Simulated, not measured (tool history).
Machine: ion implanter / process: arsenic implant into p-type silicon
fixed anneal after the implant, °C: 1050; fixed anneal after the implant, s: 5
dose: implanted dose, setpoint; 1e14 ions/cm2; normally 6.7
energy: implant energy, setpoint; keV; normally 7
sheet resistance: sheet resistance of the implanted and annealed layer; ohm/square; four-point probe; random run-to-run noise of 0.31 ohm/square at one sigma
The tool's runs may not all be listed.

| run | hour | dose | energy | wafers since the last listed run | hours since the last dose calibration | hours since the extraction supply was calibrated | hours since the gauge calibration | read-back reference wafer on the same gauge, sheet resistance | sheet resistance |
|---|---|---|---|---|---|---|---|---|---|
| 1 | 0 | 6.7 | 8.5 | 0 | 346 | 5732.3 | 143.6 | 206 | 202.9 |
| 2 | 34.5 | 6.7 | 8.5 | 602 | 380.5 | 5766.8 | 178.1 | 205.99 | 202.36 |
| 3 | 64.4 | 6.7 | 8.5 | 522 | 410.4 | 5796.7 | 208 | 205.88 | 202.88 |
| 4 | 89 | 6.08 | 8.5 | 429 | 435 | 5821.3 | 232.6 | 206.02 | 215.33 |
| 5 | 119 | 6.03 | 8.5 | 523 | 465 | 5851.3 | 262.6 | 205.93 | 216.73 |
| 6 | 151.4 | 6.03 | 8.5 | 565 | 497.4 | 5883.7 | 295 | 206.03 | 215.84 |
| 7 | 183.6 | 8.05 | 6 | 562 | 529.6 | 5915.9 | 327.2 | 206.01 | 191.52 |
| 8 | 209.6 | 8.05 | 6 | 454 | 555.6 | 5941.9 | 353.2 | 206.02 | 191.56 |
| 9 | 231.9 | 5.37 | 7 | 389 | 577.9 | 5964.2 | 375.5 | 205.95 | 238.12 |
|  | 260 | Faraday cup replaced and dose calibrated |
| 10 | 260.5 | 6.7 | 7 | 359 | 0.5 | 5992.8 | 404.1 | 205.99 | 205.7 |
| 11 | 278.2 | 6.7 | 7 | 309 | 18.2 | 6010.5 | 421.8 | 206.03 | 205.31 |
| 12 | 301 | 6.7 | 7 | 398 | 41 | 6033.3 | 444.6 | 205.99 | 205.76 |
|  | 337.7 | extraction supply calibrated |
| 13 | 338.2 | 5.11 | 7 | 509 | 78.2 | 0.5 | 481.8 | 206.08 | 242.35 |
| 14 | 353.1 | 6.7 | 4.5 | 260 | 93.1 | 15.4 | 496.7 | 205.99 | 214.97 |
| 15 | 369.1 | 6.7 | 8.5 | 279 | 109.1 | 31.4 | 512.7 | 205.97 | 201.59 |
|  | 377.1 | gauge calibrated |
| 16 | 386.2 | 6.7 | 7 | 298 | 126.2 | 48.5 | 9.1 | 205.94 | 205.85 |
| 17 | 419.4 | 6.7 | 8 | 579 | 159.4 | 81.7 | 42.3 | 206 | 202.7 |
| 18 | 435.6 | 5.3 | 8.5 | 282 | 175.6 | 97.9 | 58.5 | 205.96 | 233.3 |
| 19 | 452.3 | 5.03 | 9 | 291 | 192.3 | 114.6 | 75.2 | 205.97 | 239.61 |
| 20 | 483 | 8.09 | 8.5 | 536 | 223 | 145.3 | 105.9 | 206.08 | 182.12 |
| 21 | 501.6 | 7.41 | 8.5 | 324 | 241.6 | 163.9 | 124.5 | 205.92 | 190.6 |
| 22 | 533.7 | 7.53 | 8.5 | 560 | 273.7 | 196 | 156.6 | 205.95 | 189.07 |
| 23 | 545.9 | 6.7 | 6.5 | 213 | 285.9 | 208.2 | 168.8 | 206.09 | 208.21 |

Consider 5 possible next runs. They are alternatives, not a sequence: every one starts from the tool as it was left by run 23. What does each give?
| A | 546.3 | 6.7 | 7 | 6 | 286.3 | 208.6 | 169.2 | ? | ? |
| B | 546.3 | 8.39 | 8 | 6 | 286.3 | 208.6 | 169.2 | ? | ? |
| C | 546.3 | 8.57 | 4.5 | 6 | 286.3 | 208.6 | 169.2 | ? | ? |
| D | 546.3 | 7.97 | 8.5 | 6 | 286.3 | 208.6 | 169.2 | ? | ? |
| E | 546.3 | 5.72 | 9 | 6 | 286.3 | 208.6 | 169.2 | ? | ? |

| run | read-back reference wafer on the same gauge, sheet resistance | sheet resistance |
|---|---|---|
| A | 206.04 | 206.6 |
| B | 206.04 | 180.7 |
| C | 206.04 | 191.94 |
| D | 206.04 | 183.93 |
| E | 206.04 | 221.33 |
Stripped of hidden state, with their random variation kept, the same runs would have yielded:
| run | sheet resistance |
|---|---|
| A | 205.46 |
| B | 179.84 |
| C | 191.15 |
| D | 183 |
| E | 219.95 |
